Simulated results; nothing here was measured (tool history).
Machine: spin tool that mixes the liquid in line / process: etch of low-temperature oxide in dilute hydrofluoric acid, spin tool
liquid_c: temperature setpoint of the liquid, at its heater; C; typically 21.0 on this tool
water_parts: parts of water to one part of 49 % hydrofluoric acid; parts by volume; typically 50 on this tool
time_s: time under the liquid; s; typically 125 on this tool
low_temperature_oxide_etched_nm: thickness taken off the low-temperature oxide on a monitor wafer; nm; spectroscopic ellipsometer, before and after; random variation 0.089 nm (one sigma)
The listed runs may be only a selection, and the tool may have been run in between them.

run	hour	liquid_c	water_parts	time_s	read-back film thickness of the low-temperature oxide reference wafer, read on the same gauge (nm)	low_temperature_oxide_etched_nm
1	0.0	21.0	50	125	150.00	24.47
2	58.1	21.0	50	125	150.03	24.60
3	132.9	21.0	50	125	150.00	24.65
4	213.6	21.0	50	125	149.98	24.74
5	301.6	21.0	50	125	150.02	24.77
6	342.3	21.0	50	125	150.02	24.80
7	467.0	22.5	50	125	149.99	26.41
8	561.9	21.0	50	125	150.00	24.82
9	642.6	21.0	35	125	150.02	36.26
10	701.2	21.0	65	125	150.02	18.76
11	808.4	21.0	65	125	150.00	18.91
12	880.2	21.0	50	125	149.99	25.03
13	944.4	21.0	50	125	150.04	25.24
14	1008.4	21.0	50	125	150.02	24.96
15	1071.4	21.0	50	125	149.98	25.09
16	1137.9	23.5	50	160	149.97	35.63
17	1200.3	24.5	50	125	150.02	28.97
18	1265.4	21.0	50	125	150.02	25.16
19	1328.8	23.0	70	185	150.00	28.36
20	1401.8	21.0	50	125	149.98	25.18
# hour 1489.7: hydrofluoric acid flow meter replaced
21	1508.5	17.0	50	160	150.02	27.36
22	1607.5	23.0	50	195	150.00	42.99
# hour 1627.1: gauge calibrated
# hour 1640.2: thermometer replaced
23	1709.3	21.0	50	125	150.01	24.67
24	1788.8	21.0	35	80	150.00	23.00
25	1843.7	24.5	75	195	149.98	28.76
26	1894.7	23.5	50	125	149.97	27.46
27	1983.3	21.0	50	125	149.99	24.72
28	2043.9	19.0	30	195	150.01	60.79
29	2104.8	19.5	50	125	149.99	23.41
30	2198.5	19.5	55	90	149.96	15.16
31	2278.8	21.0	25	125	150.00	51.52

Below, each run's measurement less what the same run would have read without the hidden state. Both values contain the same run-to-run variation, but the gauge's scatter may not be the same in both:
Hidden conditions of the tool in this case: liquid hotter than its thermometer reads (K); hydrofluoric acid flow above the setpoint (%); gauge reads high (%).
run	low_temperature_oxide_etched_nm
1	+0.15
2	+0.19
3	+0.23
4	+0.26
5	+0.30
6	+0.32
7	+0.40
8	+0.44
9	+0.68
10	+0.37
11	+0.42
12	+0.58
13	+0.62
14	+0.64
15	+0.68
16	+1.00
17	+0.83
18	+0.77
19	+0.87
20	+0.84
21	+1.00
22	+1.57
23	+0.24
24	+0.28
25	+0.35
26	+0.37
27	+0.38
28	+1.04
29	+0.42
30	+0.30
31	+1.12

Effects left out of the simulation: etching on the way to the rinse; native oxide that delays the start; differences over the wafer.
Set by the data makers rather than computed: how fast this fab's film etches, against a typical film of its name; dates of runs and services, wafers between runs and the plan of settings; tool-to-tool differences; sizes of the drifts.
